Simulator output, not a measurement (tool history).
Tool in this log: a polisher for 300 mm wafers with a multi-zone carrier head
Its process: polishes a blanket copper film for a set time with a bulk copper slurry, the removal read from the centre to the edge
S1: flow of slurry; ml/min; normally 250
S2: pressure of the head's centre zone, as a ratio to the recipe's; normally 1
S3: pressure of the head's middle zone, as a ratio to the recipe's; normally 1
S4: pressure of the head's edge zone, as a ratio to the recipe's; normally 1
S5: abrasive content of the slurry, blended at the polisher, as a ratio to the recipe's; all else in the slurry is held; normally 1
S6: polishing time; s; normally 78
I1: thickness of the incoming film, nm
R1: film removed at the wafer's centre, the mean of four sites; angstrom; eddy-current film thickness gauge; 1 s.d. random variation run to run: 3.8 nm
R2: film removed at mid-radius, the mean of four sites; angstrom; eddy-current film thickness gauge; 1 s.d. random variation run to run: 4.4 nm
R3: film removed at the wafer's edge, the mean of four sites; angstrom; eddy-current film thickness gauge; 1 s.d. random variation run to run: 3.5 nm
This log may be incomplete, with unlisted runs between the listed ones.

run 1 hour=0 | S1=250 S2=1 S3=1 S4=1 S5=1 S6=78 | I1=3224.4 | R1=4881 R2=4785 R3=4833
run 2 hour=25.9 | S1=250 S2=1 S3=1 S4=1 S5=1 S6=78 | I1=3207.5 | R1=4980 R2=4787 R3=4838
-- hour=33.5 slurry nozzle cleaned
run 3 hour=77.5 | S1=250 S2=1 S3=1 S4=1 S5=1 S6=78 | I1=3252.9 | R1=4992 R2=4839 R3=4807
run 4 hour=109.5 | S1=250 S2=1 S3=1 S4=1 S5=1 S6=78 | I1=3223.5 | R1=4976 R2=4783 R3=4810
-- hour=133.6 edge zone pressure recalibrated
run 5 hour=173.2 | S1=250 S2=1 S3=1 S4=1.09 S5=1 S6=78 | I1=3252.8 | R1=4975 R2=4829 R3=5045
run 6 hour=244.6 | S1=335 S2=1.04 S3=1 S4=1 S5=1 S6=78 | I1=3265.8 | R1=5491 R2=4893 R3=5001
run 7 hour=276.5 | S1=250 S2=1.08 S3=1 S4=1 S5=1 S6=78 | I1=3255.7 | R1=5440 R2=4787 R3=4854
-- hour=285.2 worn pad replaced by a new one
run 8 hour=334.3 | S1=250 S2=1 S3=1 S4=0.9 S5=0.85 S6=78 | I1=3252.8 | R1=4767 R2=4567 R3=4384
-- hour=383.7 centre zone pressure recalibrated
run 9 hour=390.9 | S1=250 S2=1 S3=1 S4=1 S5=1 S6=78 | I1=3260.6 | R1=5266 R2=4734 R3=4782
run 10 hour=427.9 | S1=250 S2=1 S3=0.95 S4=0.92 S5=1 S6=78 | I1=3254.3 | R1=5268 R2=4629 R3=4636
run 11 hour=471.5 | S1=250 S2=1 S3=0.88 S4=1 S5=1.1 S6=85 | I1=3271.2 | R1=5968 R2=4775 R3=5453
-- hour=478.9 slurry nozzle cleaned
-- hour=540 carrier head's membrane replaced by a new one
-- hour=550.3 edge zone pressure recalibrated
-- hour=589.2 worn pad replaced by a new one
run 12 hour=624.3 | S1=170 S2=1 S3=1 S4=1 S5=1 S6=97 | I1=3256.6 | R1=6159 R2=5656 R3=5686
run 13 hour=691.3 | S1=250 S2=1.09 S3=1 S4=1 S5=0.75 S6=58 | I1=3238.3 | R1=3906 R2=3231 R3=3300
-- hour=719.4 centre zone pressure recalibrated, repeated, since the last time left the tool worse
run 14 hour=751.9 | S1=250 S2=1 S3=1 S4=1 S5=1 S6=78 | I1=3221.9 | R1=4818 R2=4692 R3=4826
run 15 hour=777.1 | S1=210 S2=1 S3=1 S4=1.11 S5=0.8 S6=86 | I1=3226.8 | R1=4842 R2=4783 R3=5104
run 16 hour=835.8 | S1=215 S2=1 S3=1 S4=1 S5=1 S6=78 | I1=3275 | R1=4732 R2=4753 R3=4740
run 17 hour=865.8 | S1=280 S2=1 S3=1 S4=1.07 S5=0.9 S6=59 | I1=3240.3 | R1=3590 R2=3553 R3=3695
run 18 hour=898.8 | S1=250 S2=1 S3=1 S4=1 S5=1 S6=78 | I1=3260.8 | R1=4872 R2=4798 R3=4865
-- hour=936.5 worn pad replaced by a new one
run 19 hour=954.6 | S1=250 S2=1 S3=1 S4=1 S5=1 S6=78 | I1=3245.7 | R1=4855 R2=4769 R3=4858
-- hour=965.5 edge zone pressure recalibrated
run 20 hour=998 | S1=250 S2=1.06 S3=0.92 S4=1 S5=1 S6=78 | I1=3193.7 | R1=5068 R2=4515 R3=4816

5 ways to go on from here, each from the tool as it stands after run 20. What would each give?
run A hour=998.4 | S1=250 S2=1 S3=1 S4=1 S5=1 S6=99 | I1=3239.9 | R1=? R2=? R3=?
run B hour=998.4 | S1=165 S2=1 S3=1.11 S4=1 S5=0.85 S6=89 | I1=3239.9 | R1=? R2=? R3=?
run C hour=998.4 | S1=250 S2=1 S3=0.91 S4=1 S5=1 S6=78 | I1=3239.9 | R1=? R2=? R3=?
run D hour=998.4 | S1=250 S2=1 S3=1 S4=1.04 S5=1 S6=102 | I1=3239.9 | R1=? R2=? R3=?
run E hour=998.4 | S1=250 S2=1 S3=0.92 S4=1.09 S5=1 S6=78 | I1=3239.9 | R1=? R2=? R3=?

run=A R1=6225 R2=6148 R3=6172
run=B R1=4930 R2=5362 R3=5006
run=C R1=4902 R2=4476 R3=4869
run=D R1=6414 R2=6334 R3=6482
run=E R1=4902 R2=4516 R3=5079
Take away the tool's hidden state, keep each run's random variation, and the runs would have read:
run=A R1=6139 R2=6149 R3=6172
run=B R1=4862 R2=5362 R3=5006
run=C R1=4834 R2=4476 R3=4869
run=D R1=6325 R2=6335 R3=6482
run=E R1=4834 R2=4517 R3=5079
